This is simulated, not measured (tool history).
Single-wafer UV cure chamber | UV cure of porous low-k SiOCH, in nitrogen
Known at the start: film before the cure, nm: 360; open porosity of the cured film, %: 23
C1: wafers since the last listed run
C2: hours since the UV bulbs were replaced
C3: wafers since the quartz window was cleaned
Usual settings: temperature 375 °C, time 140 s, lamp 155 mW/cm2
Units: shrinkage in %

{"run": 1, "day": 0.0, "temperature": 375, "time": 90, "lamp": 155, "C1": 0, "C2": 1262.9, "C3": 4820, "shrinkage": 9.653}
{"run": 2, "day": 1.408, "temperature": 375, "time": 90, "lamp": 155, "C1": 224, "C2": 1296.7, "C3": 5045, "shrinkage": 9.472}
{"run": 3, "day": 3.296, "temperature": 375, "time": 140, "lamp": 155, "C1": 300, "C2": 1342.0, "C3": 5345, "shrinkage": 11.775}
{"run": 4, "day": 4.458, "temperature": 375, "time": 140, "lamp": 155, "C1": 185, "C2": 1369.9, "C3": 5530, "shrinkage": 11.72}
{"day": 4.904, "done": "quartz window cleaned"}
{"run": 5, "day": 7.396, "temperature": 375, "time": 140, "lamp": 155, "C1": 414, "C2": 1440.4, "C3": 396, "shrinkage": 11.384}
{"run": 6, "day": 10.283, "temperature": 375, "time": 140, "lamp": 155, "C1": 459, "C2": 1509.7, "C3": 856, "shrinkage": 11.705}
{"run": 7, "day": 12.817, "temperature": 375, "time": 140, "lamp": 155, "C1": 403, "C2": 1570.5, "C3": 1259, "shrinkage": 11.135}
{"run": 8, "day": 14.179, "temperature": 360, "time": 140, "lamp": 155, "C1": 216, "C2": 1603.2, "C3": 1476, "shrinkage": 10.941}
{"run": 9, "day": 16.525, "temperature": 360, "time": 140, "lamp": 155, "C1": 373, "C2": 1659.5, "C3": 1850, "shrinkage": 10.867}
{"run": 10, "day": 17.558, "temperature": 360, "time": 140, "lamp": 155, "C1": 164, "C2": 1684.3, "C3": 2014, "shrinkage": 11.071}
{"run": 11, "day": 19.471, "temperature": 375, "time": 200, "lamp": 155, "C1": 304, "C2": 1730.2, "C3": 2319, "shrinkage": 12.959}
{"run": 12, "day": 22.354, "temperature": 380, "time": 140, "lamp": 155, "C1": 459, "C2": 1799.4, "C3": 2778, "shrinkage": 11.375}
{"run": 13, "day": 25.088, "temperature": 380, "time": 140, "lamp": 155, "C1": 435, "C2": 1865.0, "C3": 3213, "shrinkage": 11.2}
{"run": 14, "day": 33.454, "temperature": 375, "time": 140, "lamp": 155, "C1": 1332, "C2": 2065.8, "C3": 4545, "shrinkage": 10.646}
{"run": 15, "day": 36.242, "temperature": 375, "time": 140, "lamp": 155, "C1": 443, "C2": 2132.7, "C3": 4989, "shrinkage": 11.056}
{"run": 16, "day": 37.442, "temperature": 375, "time": 140, "lamp": 155, "C1": 191, "C2": 2161.5, "C3": 5180, "shrinkage": 10.95}
{"day": 38.179, "done": "quartz window cleaned"}
{"run": 17, "day": 38.529, "temperature": 375, "time": 140, "lamp": 155, "C1": 120, "C2": 2187.6, "C3": 55, "shrinkage": 10.896}
{"run": 18, "day": 40.838, "temperature": 375, "time": 140, "lamp": 155, "C1": 367, "C2": 2243.0, "C3": 422, "shrinkage": 10.987}
{"run": 19, "day": 42.542, "temperature": 375, "time": 140, "lamp": 155, "C1": 271, "C2": 2283.9, "C3": 694, "shrinkage": 10.848}
{"run": 20, "day": 45.475, "temperature": 375, "time": 140, "lamp": 155, "C1": 467, "C2": 2354.3, "C3": 1161, "shrinkage": 10.582}
{"day": 47.738, "done": "UV bulbs replaced"}
{"run": 21, "day": 48.417, "temperature": 375, "time": 140, "lamp": 155, "C1": 415, "C2": 16.3, "C3": 1576, "shrinkage": 12.171}
{"run": 22, "day": 49.725, "temperature": 367, "time": 80, "lamp": 155, "C1": 208, "C2": 47.7, "C3": 1784, "shrinkage": 9.276}
{"run": 23, "day": 51.408, "temperature": 375, "time": 140, "lamp": 155, "C1": 268, "C2": 88.1, "C3": 2052, "shrinkage": 12.039}
{"run": 24, "day": 52.892, "temperature": 387, "time": 140, "lamp": 175, "C1": 236, "C2": 123.7, "C3": 2289, "shrinkage": 13.152}
{"run": 25, "day": 55.838, "temperature": 375, "time": 140, "lamp": 155, "C1": 469, "C2": 194.4, "C3": 2758, "shrinkage": 12.086}
{"run": 26, "day": 58.733, "temperature": 365, "time": 140, "lamp": 155, "C1": 461, "C2": 263.9, "C3": 3219, "shrinkage": 12.146}
{"run": 27, "day": 61.733, "temperature": 392, "time": 170, "lamp": 118, "C1": 477, "C2": 335.9, "C3": 3696, "shrinkage": 12.122}
{"run": 28, "day": 64.1, "temperature": 375, "time": 140, "lamp": 155, "C1": 376, "C2": 392.7, "C3": 4073, "shrinkage": 12.382}
{"run": 29, "day": 65.162, "temperature": 391, "time": 70, "lamp": 139, "C1": 169, "C2": 418.2, "C3": 4242, "shrinkage": 8.547}
{"run": 30, "day": 67.083, "temperature": 375, "time": 195, "lamp": 155, "C1": 305, "C2": 464.3, "C3": 4548, "shrinkage": 13.79}
{"run": 31, "day": 68.658, "temperature": 386, "time": 140, "lamp": 133, "C1": 250, "C2": 502.1, "C3": 4799, "shrinkage": 11.641}
{"run": 32, "day": 70.217, "temperature": 375, "time": 140, "lamp": 155, "C1": 248, "C2": 539.5, "C3": 5047, "shrinkage": 12.051}
{"day": 70.746, "done": "quartz window cleaned"}
{"run": 33, "day": 72.454, "temperature": 388, "time": 200, "lamp": 142, "C1": 303, "C2": 593.2, "C3": 271, "shrinkage": 13.858}
{"run": 34, "day": 74.879, "temperature": 390, "time": 85, "lamp": 190, "C1": 386, "C2": 651.4, "C3": 657, "shrinkage": 10.923}
{"run": 35, "day": 76.767, "temperature": 369, "time": 140, "lamp": 134, "C1": 300, "C2": 696.7, "C3": 958, "shrinkage": 11.326}
{"run": 36, "day": 79.25, "temperature": 375, "time": 140, "lamp": 155, "C1": 395, "C2": 756.3, "C3": 1353, "shrinkage": 11.869}
{"run": 37, "day": 81.692, "temperature": 366, "time": 140, "lamp": 155, "C1": 388, "C2": 814.9, "C3": 1742, "shrinkage": 11.683}
{"run": 38, "day": 83.379, "temperature": 375, "time": 180, "lamp": 144, "C1": 268, "C2": 855.4, "C3": 2011, "shrinkage": 12.949}
{"run": 39, "day": 84.558, "temperature": 356, "time": 85, "lamp": 167, "C1": 187, "C2": 883.7, "C3": 2198, "shrinkage": 9.545}
{"run": 40, "day": 86.354, "temperature": 368, "time": 175, "lamp": 185, "C1": 285, "C2": 926.8, "C3": 2484, "shrinkage": 13.771}
{"run": 41, "day": 88.975, "temperature": 375, "time": 140, "lamp": 143, "C1": 417, "C2": 989.7, "C3": 2902, "shrinkage": 11.57}
{"run": 42, "day": 90.229, "temperature": 375, "time": 200, "lamp": 185, "C1": 199, "C2": 1019.8, "C3": 3101, "shrinkage": 14.621}

Hidden state or all else? Some run-to-run changes of shrinkage, split into what the settings, what came in and random variation would give without the hidden state, and what is left for the hidden state (with any gauge scatter that isn't in both results):
The hidden state here: lamp output below its setpoint, %; transmission lost against a clean window, %.
Run 13 -> 14: temperature 380 -> 375. shrinkage -0.554 %: hidden state -0.192, all else -0.362.
Run 14 -> 15: no setting changed, nothing entered. shrinkage +0.410 %: hidden state -0.147, all else +0.557.
Run 20 -> 21: UV bulbs replaced. shrinkage +1.589 %: hidden state +1.588, all else +0.001.
Run 28 -> 29: temperature 375 -> 391, time 140 -> 70, lamp 155 -> 139. shrinkage -3.835 %: hidden state +0.020, all else -3.855.
Run 29 -> 30: temperature 391 -> 375, time 70 -> 195, lamp 139 -> 155. shrinkage +5.243 %: hidden state -0.037, all else +5.280.
Run 39 -> 40: temperature 356 -> 368, time 85 -> 175, lamp 167 -> 185. shrinkage +4.226 %: hidden state -0.053, all else +4.279.
